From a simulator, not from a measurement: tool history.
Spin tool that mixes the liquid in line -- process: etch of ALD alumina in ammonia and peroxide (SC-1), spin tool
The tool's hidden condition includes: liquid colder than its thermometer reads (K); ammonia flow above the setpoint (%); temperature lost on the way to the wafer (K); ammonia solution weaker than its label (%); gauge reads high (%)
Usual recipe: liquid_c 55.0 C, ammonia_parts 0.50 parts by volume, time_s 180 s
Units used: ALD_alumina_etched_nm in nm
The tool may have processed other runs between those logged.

run,day,liquid_c,ammonia_parts,time_s,wafers since the last listed run,hours since the thermometer was replaced,hours since the ammonia flow meter was replaced,hours since the heated supply line was repaired,hours since the drum of ammonia solution was connected,hours since the gauge calibration,"read-back film thickness of the ALD alumina reference wafer, read on the same gauge (nm)",ALD_alumina_etched_nm
1,0.000,55.0,0.50,180,0,838.2,990.6,372.5,255.2,410.8,109.37,14.13
2,1.058,55.0,0.50,180,168,863.6,1016.0,397.9,280.6,436.2,109.26,14.10
3,2.533,55.0,0.50,180,234,899.0,1051.4,433.3,316.0,471.6,109.13,14.14
4,3.329,55.0,0.50,180,126,918.1,1070.5,452.4,335.1,490.7,109.07,14.20
5,4.821,55.0,0.50,180,237,953.9,1106.3,488.2,370.9,526.5,108.92,14.15
6,5.404,55.0,0.50,180,92,967.9,1120.3,502.2,384.9,540.5,108.81,14.12
7,6.454,59.5,0.50,180,167,993.1,1145.5,527.4,410.1,565.7,108.73,17.82
8,7.046,59.5,0.50,180,94,1007.3,1159.7,541.6,424.3,579.9,108.65,17.77
# day 7.212: new drum of ammonia solution connected
9,8.400,59.5,0.50,180,209,1039.8,1192.2,574.1,28.5,612.4,108.47,17.63
10,9.196,55.0,0.50,180,126,1058.9,1211.3,593.2,47.6,631.5,108.36,14.04
11,10.704,55.0,0.50,180,240,1095.1,1247.5,629.4,83.8,667.7,108.17,14.06
# day 10.771: heated supply line repaired
12,11.629,55.0,0.50,180,140,1117.3,1269.7,20.6,106.0,689.9,108.13,13.92
13,12.596,55.0,0.60,180,153,1140.5,1292.9,43.8,129.2,713.1,107.93,14.20
14,14.029,55.0,0.50,180,228,1174.9,1327.3,78.2,163.6,747.5,107.72,13.96
# day 15.167: gauge calibrated
15,17.046,55.0,0.50,150,480,1247.3,1399.7,150.6,236.0,45.1,109.85,11.85
16,18.138,59.5,0.40,110,173,1273.5,1425.9,176.8,262.2,71.3,109.83,10.77
# day 18.433: thermometer replaced
17,19.025,45.0,0.45,285,134,14.2,1447.2,198.1,283.5,92.6,109.80,12.88
18,19.738,55.0,0.45,270,113,31.3,1464.3,215.2,300.6,109.7,109.75,21.15
# day 20.817: ammonia flow meter replaced
19,20.871,55.0,0.50,145,173,58.5,1.3,242.4,327.8,136.9,109.79,11.53
20,21.483,50.5,0.70,220,97,73.2,16.0,257.1,342.5,151.6,109.75,14.07
21,22.925,55.0,0.50,180,229,107.8,50.6,291.7,377.1,186.2,109.70,14.23
22,23.962,63.0,0.50,260,165,132.7,75.5,316.6,402.0,211.1,109.63,31.07
23,24.975,55.0,0.65,180,161,157.0,99.8,340.9,426.3,235.4,109.65,14.45
24,26.262,60.5,0.65,180,205,187.9,130.7,371.8,457.2,266.3,109.52,19.51
# day 26.646: new drum of ammonia solution connected
25,26.829,55.0,0.50,180,83,201.5,144.3,385.4,4.4,279.9,109.52,14.21

Predict each of these 4 candidate next runs independently; none follows another, all start after run 25:
A,26.850,55.0,0.50,125,3,202.0,144.8,385.9,4.9,280.4,?,?
B,26.850,47.0,0.50,110,3,202.0,144.8,385.9,4.9,280.4,?,?
C,26.850,60.0,0.75,130,3,202.0,144.8,385.9,4.9,280.4,?,?
D,26.850,55.0,0.75,150,3,202.0,144.8,385.9,4.9,280.4,?,?

run,"read-back film thickness of the ALD alumina reference wafer, read on the same gauge (nm)",ALD_alumina_etched_nm
A,109.55,9.78
B,109.55,5.56
C,109.55,13.72
D,109.55,12.20
Without the tool's hidden state the same runs would have given:
run,ALD_alumina_etched_nm
A,9.82
B,5.58
C,13.79
D,12.25
